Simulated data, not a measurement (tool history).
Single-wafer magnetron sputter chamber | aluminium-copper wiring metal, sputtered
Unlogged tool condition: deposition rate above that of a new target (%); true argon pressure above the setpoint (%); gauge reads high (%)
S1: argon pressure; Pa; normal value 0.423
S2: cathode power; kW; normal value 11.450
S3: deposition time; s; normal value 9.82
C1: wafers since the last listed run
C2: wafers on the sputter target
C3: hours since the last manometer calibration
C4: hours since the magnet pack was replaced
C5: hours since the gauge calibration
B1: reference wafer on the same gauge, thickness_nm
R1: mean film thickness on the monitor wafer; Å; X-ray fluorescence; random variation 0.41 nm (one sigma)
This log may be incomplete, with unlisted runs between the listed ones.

{"run": 1, "hour": 0.0, "S1": 0.423, "S2": 11.45, "S3": 9.82, "C1": 0, "C2": 6287, "C3": 2567.8, "C4": 8667.5, "C5": 134.0, "B1": 213.913, "R1": 1905.12}
{"run": 2, "hour": 9.5, "S1": 0.423, "S2": 10.45, "S3": 9.82, "C1": 293, "C2": 6581, "C3": 2577.3, "C4": 8677.0, "C5": 143.5, "B1": 214.092, "R1": 1795.04}
{"hour": 29.2, "done": "sputter target and shields replaced"}
{"run": 3, "hour": 38.7, "S1": 0.423, "S2": 11.45, "S3": 9.82, "C1": 655, "C2": 294, "C3": 2606.5, "C4": 8706.2, "C5": 172.7, "B1": 213.856, "R1": 1903.12}
{"run": 4, "hour": 48.6, "S1": 0.423, "S2": 11.45, "S3": 9.82, "C1": 306, "C2": 601, "C3": 2616.4, "C4": 8716.1, "C5": 182.6, "B1": 214.22, "R1": 1912.26}
{"run": 5, "hour": 56.5, "S1": 0.423, "S2": 11.45, "S3": 9.82, "C1": 244, "C2": 845, "C3": 2624.3, "C4": 8724.0, "C5": 190.5, "B1": 213.791, "R1": 1905.92}
{"run": 6, "hour": 71.7, "S1": 0.423, "S2": 11.45, "S3": 10.26, "C1": 469, "C2": 1315, "C3": 2639.5, "C4": 8739.2, "C5": 205.7, "B1": 213.941, "R1": 1987.33}
{"run": 7, "hour": 79.0, "S1": 0.423, "S2": 11.45, "S3": 10.26, "C1": 225, "C2": 1540, "C3": 2646.8, "C4": 8746.5, "C5": 213.0, "B1": 214.017, "R1": 1991.63}
{"run": 8, "hour": 94.5, "S1": 0.423, "S2": 11.45, "S3": 9.82, "C1": 479, "C2": 2019, "C3": 2662.3, "C4": 8762.0, "C5": 228.5, "B1": 213.871, "R1": 1904.88}
{"run": 9, "hour": 105.6, "S1": 0.423, "S2": 11.45, "S3": 9.82, "C1": 343, "C2": 2362, "C3": 2673.4, "C4": 8773.1, "C5": 239.6, "B1": 213.951, "R1": 1899.04}
{"run": 10, "hour": 123.8, "S1": 0.423, "S2": 11.45, "S3": 9.82, "C1": 562, "C2": 2925, "C3": 2691.6, "C4": 8791.3, "C5": 257.8, "B1": 213.97, "R1": 1899.74}
{"run": 11, "hour": 135.6, "S1": 0.423, "S2": 11.45, "S3": 9.82, "C1": 364, "C2": 3290, "C3": 2703.4, "C4": 8803.1, "C5": 269.6, "B1": 214.152, "R1": 1903.25}
{"run": 12, "hour": 152.0, "S1": 0.423, "S2": 11.45, "S3": 9.82, "C1": 506, "C2": 3797, "C3": 2719.8, "C4": 8819.5, "C5": 286.0, "B1": 214.063, "R1": 1897.48}
{"hour": 162.6, "done": "gauge calibrated"}
{"run": 13, "hour": 169.5, "S1": 0.423, "S2": 11.45, "S3": 9.82, "C1": 540, "C2": 4338, "C3": 2737.3, "C4": 8837.0, "C5": 6.9, "B1": 213.905, "R1": 1908.74}
{"run": 14, "hour": 183.0, "S1": 0.423, "S2": 11.45, "S3": 9.82, "C1": 417, "C2": 4755, "C3": 2750.8, "C4": 8850.5, "C5": 20.4, "B1": 213.924, "R1": 1902.97}
{"run": 15, "hour": 198.3, "S1": 0.423, "S2": 11.45, "S3": 9.82, "C1": 472, "C2": 5228, "C3": 2766.1, "C4": 8865.8, "C5": 35.7, "B1": 213.966, "R1": 1903.59}
{"run": 16, "hour": 246.1, "S1": 0.423, "S2": 11.45, "S3": 9.82, "C1": 1477, "C2": 6706, "C3": 2813.9, "C4": 8913.6, "C5": 83.5, "B1": 214.029, "R1": 1908.49}
{"run": 17, "hour": 261.2, "S1": 0.289, "S2": 11.45, "S3": 9.82, "C1": 466, "C2": 7172, "C3": 2829.0, "C4": 8928.7, "C5": 98.6, "B1": 213.984, "R1": 2045.35}
{"run": 18, "hour": 268.5, "S1": 0.423, "S2": 11.45, "S3": 8.98, "C1": 225, "C2": 7398, "C3": 2836.3, "C4": 8936.0, "C5": 105.9, "B1": 214.063, "R1": 1741.56}
{"hour": 282.8, "done": "sputter target and shields replaced"}
{"run": 19, "hour": 283.3, "S1": 0.423, "S2": 11.45, "S3": 9.82, "C1": 210, "C2": 14, "C3": 2851.1, "C4": 8950.8, "C5": 120.7, "B1": 213.87, "R1": 1902.5}
{"run": 20, "hour": 283.6, "S1": 0.423, "S2": 8.9, "S3": 11.13, "C1": 9, "C2": 24, "C3": 2851.4, "C4": 8951.1, "C5": 121.0, "B1": 214.172, "R1": 1837.17}
{"hour": 297.3, "done": "magnet pack replaced"}
{"run": 21, "hour": 300.0, "S1": 0.423, "S2": 11.45, "S3": 8.71, "C1": 259, "C2": 283, "C3": 2867.8, "C4": 2.7, "C5": 137.4, "B1": 213.901, "R1": 1689.89}
{"run": 22, "hour": 307.7, "S1": 0.276, "S2": 11.45, "S3": 10.86, "C1": 238, "C2": 521, "C3": 2875.5, "C4": 10.4, "C5": 145.1, "B1": 214.017, "R1": 2288.91}
{"run": 23, "hour": 321.3, "S1": 0.423, "S2": 10.45, "S3": 9.82, "C1": 420, "C2": 942, "C3": 2889.1, "C4": 24.0, "C5": 158.7, "B1": 213.941, "R1": 1794.04}
{"hour": 338.8, "done": "capacitance manometer re-zeroed and calibrated"}
{"run": 24, "hour": 339.3, "S1": 0.31, "S2": 9.65, "S3": 9.82, "C1": 309, "C2": 1251, "C3": 0.5, "C4": 42.0, "C5": 176.7, "B1": 213.866, "R1": 1815.92}

Run 25 is up next; what results do you expect?
{"run": 25, "hour": 352.2, "S1": 0.342, "S2": 11.45, "S3": 9.16, "C1": 398, "C2": 1650, "C3": 13.4, "C4": 54.9, "C5": 189.6, "B1": "?", "R1": "?"}

B1: 214.053
R1: 1850.88 Å
Minus the tool's unlogged condition, the same run would have read R1 1850.88 Å.
